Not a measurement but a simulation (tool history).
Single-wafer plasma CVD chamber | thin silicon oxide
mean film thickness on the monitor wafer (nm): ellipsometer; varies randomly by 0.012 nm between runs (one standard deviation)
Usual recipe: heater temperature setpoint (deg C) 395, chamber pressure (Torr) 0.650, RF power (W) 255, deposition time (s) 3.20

| run | day | heater temperature setpoint (deg C) | chamber pressure (Torr) | RF power (W) | deposition time (s) | wafers since the last listed run | hours since the last thermocouple change | hours since the last RF generator calibration | hours since the last manometer calibration | hours since the showerhead was replaced | hours since the gauge calibration | read-back reference wafer on the same gauge, thickness_nm | mean film thickness on the monitor wafer (nm) |
|---|---|---|---|---|---|---|---|---|---|---|---|---|---|
| 1 | 0.000 | 395 | 0.650 | 255 | 2.74 | 0 | 2758.6 | 1084.7 | 786.5 | 4965.6 | 15.5 | 4.091 | 3.667 |
| 2 | 0.271 | 395 | 0.650 | 255 | 2.74 | 210 | 2765.1 | 1091.2 | 793.0 | 4972.1 | 22.0 | 4.090 | 3.648 |
| 3 | 0.808 | 395 | 0.650 | 255 | 2.74 | 417 | 2778.0 | 1104.1 | 805.9 | 4985.0 | 34.9 | 4.089 | 3.640 |
| 4 | 1.196 | 395 | 0.650 | 255 | 2.78 | 300 | 2787.3 | 1113.4 | 815.2 | 4994.3 | 44.2 | 4.088 | 3.705 |
| 5 | 1.650 | 400 | 0.561 | 255 | 3.20 | 352 | 2798.2 | 1124.3 | 826.1 | 5005.2 | 55.1 | 4.093 | 3.820 |
| 6 | 2.083 | 385 | 0.547 | 255 | 3.20 | 336 | 2808.6 | 1134.7 | 836.5 | 5015.6 | 65.5 | 4.090 | 3.801 |
| 7 | 2.496 | 385 | 0.547 | 255 | 3.20 | 320 | 2818.5 | 1144.6 | 846.4 | 5025.5 | 75.4 | 4.087 | 3.808 |
| 8 | 2.929 | 385 | 0.547 | 255 | 3.20 | 336 | 2828.9 | 1155.0 | 856.8 | 5035.9 | 85.8 | 4.089 | 3.827 |
| 9 | 3.488 | 395 | 0.650 | 255 | 3.20 | 433 | 2842.3 | 1168.4 | 870.2 | 5049.3 | 99.2 | 4.090 | 4.276 |
| 10 | 4.125 | 395 | 0.650 | 255 | 3.20 | 494 | 2857.6 | 1183.7 | 885.5 | 5064.6 | 114.5 | 4.091 | 4.303 |
| 11 | 4.658 | 395 | 0.650 | 255 | 3.20 | 414 | 2870.4 | 1196.5 | 898.3 | 5077.4 | 127.3 | 4.089 | 4.288 |
| 12 | 5.083 | 389 | 0.650 | 255 | 3.20 | 329 | 2880.6 | 1206.7 | 908.5 | 5087.6 | 137.5 | 4.090 | 4.312 |
|  | 5.462 | thermocouple changed; heater temperature recalibrated |
|  | 5.575 | RF generator calibrated |
| 13 | 5.604 | 395 | 0.529 | 255 | 3.20 | 57 | 3.4 | 0.7 | 921.0 | 5100.1 | 150.0 | 4.089 | 3.722 |
|  | 5.838 | gauge calibrated |
| 14 | 5.962 | 395 | 0.650 | 255 | 3.20 | 278 | 12.0 | 9.3 | 929.6 | 5108.7 | 3.0 | 4.090 | 4.309 |
| 15 | 6.338 | 395 | 0.650 | 210 | 3.83 | 291 | 21.0 | 18.3 | 938.6 | 5117.7 | 12.0 | 4.091 | 4.741 |
|  | 6.804 | showerhead replaced |
|  | 6.958 | capacitance manometer re-zeroed and calibrated |
| 16 | 6.979 | 402 | 0.650 | 285 | 3.20 | 117 | 36.4 | 33.7 | 0.5 | 4.2 | 27.4 | 4.092 | 4.243 |
| 17 | 7.300 | 395 | 0.650 | 255 | 3.20 | 249 | 44.1 | 41.4 | 8.2 | 11.9 | 35.1 | 4.089 | 4.079 |
| 18 | 7.612 | 395 | 0.650 | 255 | 3.20 | 242 | 51.6 | 48.9 | 15.7 | 19.4 | 42.6 | 4.089 | 4.072 |
| 19 | 7.967 | 387 | 0.788 | 230 | 3.37 | 274 | 60.1 | 57.4 | 24.2 | 27.9 | 51.1 | 4.090 | 4.736 |
| 20 | 8.225 | 395 | 0.585 | 255 | 3.20 | 200 | 66.3 | 63.6 | 30.4 | 34.1 | 57.3 | 4.090 | 3.784 |
| 21 | 8.862 | 395 | 0.650 | 255 | 3.20 | 494 | 81.6 | 78.9 | 45.7 | 49.4 | 72.6 | 4.089 | 4.103 |
| 22 | 9.488 | 387 | 0.650 | 235 | 2.85 | 485 | 96.6 | 93.9 | 60.7 | 64.4 | 87.6 | 4.092 | 3.550 |
| 23 | 10.858 | 395 | 0.730 | 255 | 2.81 | 1064 | 129.5 | 126.8 | 93.6 | 97.3 | 120.5 | 4.089 | 3.922 |
| 24 | 11.512 | 395 | 0.552 | 255 | 3.41 | 507 | 145.2 | 142.5 | 109.3 | 113.0 | 136.2 | 4.091 | 3.891 |
| 25 | 11.896 | 401 | 0.650 | 255 | 2.78 | 297 | 154.4 | 151.7 | 118.5 | 122.2 | 145.4 | 4.089 | 3.543 |

Alternative continuations, all from the tool just after run 25; predict every row:
| A | 11.912 | 395 | 0.650 | 255 | 2.70 | 12 | 154.8 | 152.1 | 118.9 | 122.6 | 145.8 | ? | ? |
| B | 11.912 | 395 | 0.650 | 230 | 2.76 | 12 | 154.8 | 152.1 | 118.9 | 122.6 | 145.8 | ? | ? |
| C | 11.912 | 381 | 0.502 | 215 | 2.85 | 12 | 154.8 | 152.1 | 118.9 | 122.6 | 145.8 | ? | ? |
| D | 11.912 | 408 | 0.650 | 290 | 3.65 | 12 | 154.8 | 152.1 | 118.9 | 122.6 | 145.8 | ? | ? |
| E | 11.912 | 385 | 0.650 | 255 | 3.20 | 12 | 154.8 | 152.1 | 118.9 | 122.6 | 145.8 | ? | ? |

| run | read-back reference wafer on the same gauge, thickness_nm | mean film thickness on the monitor wafer (nm) |
|---|---|---|
| A | 4.091 | 3.471 |
| B | 4.091 | 3.397 |
| C | 4.091 | 2.870 |
| D | 4.091 | 4.891 |
| E | 4.091 | 4.144 |
Had the tool no hidden state, the same runs would have come out as:
| run | mean film thickness on the monitor wafer (nm) |
|---|---|
| A | 3.485 |
| B | 3.410 |
| C | 2.881 |
| D | 4.910 |
| E | 4.160 |
